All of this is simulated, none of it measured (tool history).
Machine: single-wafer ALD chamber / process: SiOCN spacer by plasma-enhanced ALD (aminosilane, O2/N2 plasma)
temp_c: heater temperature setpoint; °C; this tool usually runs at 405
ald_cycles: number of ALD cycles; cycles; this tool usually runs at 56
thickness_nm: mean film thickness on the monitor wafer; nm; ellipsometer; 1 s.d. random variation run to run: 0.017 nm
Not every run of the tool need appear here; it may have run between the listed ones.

run,hour,temp_c,ald_cycles,wafers since the last listed run,hours since the last thermocouple change,hours since the gauge calibration,"read-back reference wafer on the same gauge, thickness_nm",thickness_nm
1,0.0,416,53,0,677.3,393.9,3.145,2.654
2,44.8,416,53,131,722.1,438.7,3.152,2.629
3,73.4,413,62,84,750.7,467.3,3.158,3.120
4,119.7,413,62,136,797.0,513.6,3.159,3.158
5,175.4,413,62,163,852.7,569.3,3.170,3.137
6,226.4,405,56,149,903.7,620.3,3.173,2.907
7,273.3,405,56,137,950.6,667.2,3.185,2.921
8,301.7,405,56,83,979.0,695.6,3.187,2.900
9,368.4,395,56,196,1045.7,762.3,3.201,2.984
10,423.7,395,56,162,1101.0,817.6,3.212,2.989
# hour 433.5: gauge calibrated
11,447.9,395,56,71,1125.2,14.4,3.112,2.870
12,478.7,405,56,90,1156.0,45.2,3.124,2.875
13,510.5,391,67,93,1187.8,77.0,3.122,3.508
14,576.6,410,49,194,1253.9,143.1,3.124,2.448
15,628.2,405,66,151,1305.5,194.7,3.120,3.351
16,655.3,405,56,79,1332.6,221.8,3.127,2.863
# hour 678.2: thermocouple changed; heater temperature recalibrated
17,693.8,405,56,89,15.6,260.3,3.135,2.907
18,735.2,405,56,121,57.0,301.7,3.139,2.902
19,805.5,398,52,206,127.3,372.0,3.132,2.714
20,835.9,395,66,89,157.7,402.4,3.149,3.442
21,882.9,405,60,138,204.7,449.4,3.144,3.103
22,927.4,405,47,130,249.2,493.9,3.154,2.425
23,983.1,415,66,163,304.9,549.6,3.158,3.348
24,1026.8,410,61,128,348.6,593.3,3.170,3.127
25,1091.1,392,48,189,412.9,657.6,3.188,2.535

Some steps in thickness_nm between neighbouring runs. How much of each would the tool show without its hidden state too (settings, what came in, random variation), and how much is left for the hidden state, with any gauge scatter that isn't in both results?
What the log doesn't record here: wafer temperature above the value expected at the setpoint (K); gauge reads high (%).
Run 10 -> 11: gauge calibrated. thickness_nm -0.119 nm: hidden state -0.085, all else -0.034.
Run 13 -> 14: temp_c 391 -> 410, ald_cycles 67 -> 49. thickness_nm -1.060 nm: hidden state +0.001, all else -1.061.
Run 22 -> 23: temp_c 405 -> 415, ald_cycles 47 -> 66. thickness_nm +0.923 nm: hidden state +0.018, all else +0.905.

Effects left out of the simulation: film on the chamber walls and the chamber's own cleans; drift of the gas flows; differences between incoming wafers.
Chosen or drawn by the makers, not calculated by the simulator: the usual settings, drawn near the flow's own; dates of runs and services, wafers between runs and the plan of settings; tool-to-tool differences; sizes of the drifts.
